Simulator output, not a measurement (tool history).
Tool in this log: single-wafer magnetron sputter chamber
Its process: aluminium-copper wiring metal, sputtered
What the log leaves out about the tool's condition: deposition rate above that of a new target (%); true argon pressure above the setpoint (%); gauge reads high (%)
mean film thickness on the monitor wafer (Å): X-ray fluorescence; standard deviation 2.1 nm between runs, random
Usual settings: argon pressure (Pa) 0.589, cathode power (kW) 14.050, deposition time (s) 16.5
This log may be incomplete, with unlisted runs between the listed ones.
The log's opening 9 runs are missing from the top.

run   hour  argon pressure (Pa)  cathode power (kW)  deposition time (s)  wafers since the last listed run  wafers on the sputter target  hours since the last manometer calibration  hours since the magnet pack was replaced  hours since the gauge calibration  read-back reference wafer on the same gauge, thickness_nm  mean film thickness on the monitor wafer (Å)
 10  123.6                0.589              14.050                 16.5                               884                          4289                                      1275.0                                   10555.4                               81.5                                                    423.296                                       3820.07
     144.5  -- sputter target and shields replaced
 11  155.0                0.589              14.050                 16.5                              1176                           529                                      1306.4                                   10586.8                              112.9                                                    423.958                                       3849.59
 12  161.2                0.589              14.050                 16.5                               311                           841                                      1312.6                                   10593.0                              119.1                                                    423.812                                       3872.47
 13  175.8                0.733              16.000                 16.5                               733                          1574                                      1327.2                                   10607.6                              133.7                                                    423.686                                       4060.45
 14  189.0                0.589              16.200                 16.5                               663                          2238                                      1340.4                                   10620.8                              146.9                                                    424.038                                       4364.01
     201.9  -- magnet pack replaced
 15  203.8                0.589              14.050                 16.5                               341                          2580                                      1355.2                                       1.9                              161.7                                                    423.685                                       3829.72
 16  214.5                0.589              14.050                 14.6                               537                          3118                                      1365.9                                      12.6                              172.4                                                    423.466                                       3422.17
 17  222.4                0.589              14.050                 16.5                               397                          3515                                      1373.8                                      20.5                              180.3                                                    424.883                                       3828.55
     234.6  -- capacitance manometer re-zeroed and calibrated
 18  235.1                0.589              14.050                 14.9                               236                          3751                                         0.5                                      33.2                              193.0                                                    423.966                                       3279.37
 19  237.0                0.589              16.400                 15.4                                95                          3847                                         2.4                                      35.1                              194.9                                                    423.816                                       3915.99
     257.5  -- sputter target and shields replaced
 20  258.0                0.589              14.050                 16.5                               653                            25                                        23.4                                      56.1                              215.9                                                    423.415                                       3653.94
 21  259.8                0.435              11.150                 14.1                                90                           116                                        25.2                                      57.9                              217.7                                                    424.125                                       2692.78
 22  269.0                0.479              16.200                 17.5                               462                           578                                        34.4                                      67.1                              226.9                                                    424.479                                       4751.00
 23  277.1                0.589              14.050                 17.8                               407                           986                                        42.5                                      75.2                              235.0                                                    424.129                                       3920.68
 24  293.7                0.523              11.050                 16.5                               834                          1820                                        59.1                                      91.8                              251.6                                                    424.362                                       2984.55
 25  303.7                0.589              12.650                 19.2                               502                          2323                                        69.1                                     101.8                              261.6                                                    424.000                                       3859.16
 26  321.6                0.589              14.050                 16.5                               899                          3223                                        87.0                                     119.7                              279.5                                                    423.849                                       3673.10
 27  333.7                0.428              14.050                 13.5                               608                          3831                                        99.1                                     131.8                              291.6                                                    424.875                                       3295.27
 28  341.1                0.668              10.550                 13.3                               371                          4203                                       106.5                                     139.2                              299.0                                                    423.979                                       2119.80
 29  349.3                0.589              14.050                 16.5                               412                          4615                                       114.7                                     147.4                              307.2                                                    424.185                                       3682.13
     362.7  -- sputter target and shields replaced
 30  363.2                0.668              10.550                 13.3                               296                            23                                       128.6                                     161.3                              321.1                                                    424.239                                       2122.27
 31  366.1                0.423              14.050                 13.9                               145                           169                                       131.5                                     164.2                              324.0                                                    424.458                                       3397.35
 32  381.4                0.494              14.050                 17.9                               769                           938                                       146.8                                     179.5                              339.3                                                    423.529                                       4212.27
 33  398.3                0.589              16.200                 16.5                               849                          1788                                       163.7                                     196.4                              356.2                                                    424.127                                       4234.07
 34  412.6                0.474              12.450                 19.1                               718                          2507                                       178.0                                     210.7                              370.5                                                    424.019                                       4050.83

Consider 5 possible next runs. They are alternatives, not a sequence: every one starts from the tool as it was left by run 34. What does each give?
  A  413.0                0.589              14.050                 17.4                                20                          2527                                       178.4                                     211.1                              370.9                                                          ?                                             ?
  B  413.0                0.777              14.050                 16.5                                20                          2527                                       178.4                                     211.1                              370.9                                                          ?                                             ?
  C  413.0                0.732              11.250                 19.7                                20                          2527                                       178.4                                     211.1                              370.9                                                          ?                                             ?
  D  413.0                0.589              17.400                 16.5                                20                          2527                                       178.4                                     211.1                              370.9                                                          ?                                             ?
  E  413.0                0.761              14.050                 16.5                                20                          2527                                       178.4                                     211.1                              370.9                                                          ?                                             ?

run  read-back reference wafer on the same gauge, thickness_nm  mean film thickness on the monitor wafer (Å)
  A                                                    424.242                                       3895.52
  B                                                    424.242                                       3334.71
  C                                                    424.242                                       3265.72
  D                                                    424.242                                       4574.81
  E                                                    424.242                                       3363.29
What these runs would have given with no unlogged condition in the tool:
run  mean film thickness on the monitor wafer (Å)
  A                                       3878.64
  B                                       3315.95
  C                                       3248.31
  D                                       4554.99
  E                                       3344.73

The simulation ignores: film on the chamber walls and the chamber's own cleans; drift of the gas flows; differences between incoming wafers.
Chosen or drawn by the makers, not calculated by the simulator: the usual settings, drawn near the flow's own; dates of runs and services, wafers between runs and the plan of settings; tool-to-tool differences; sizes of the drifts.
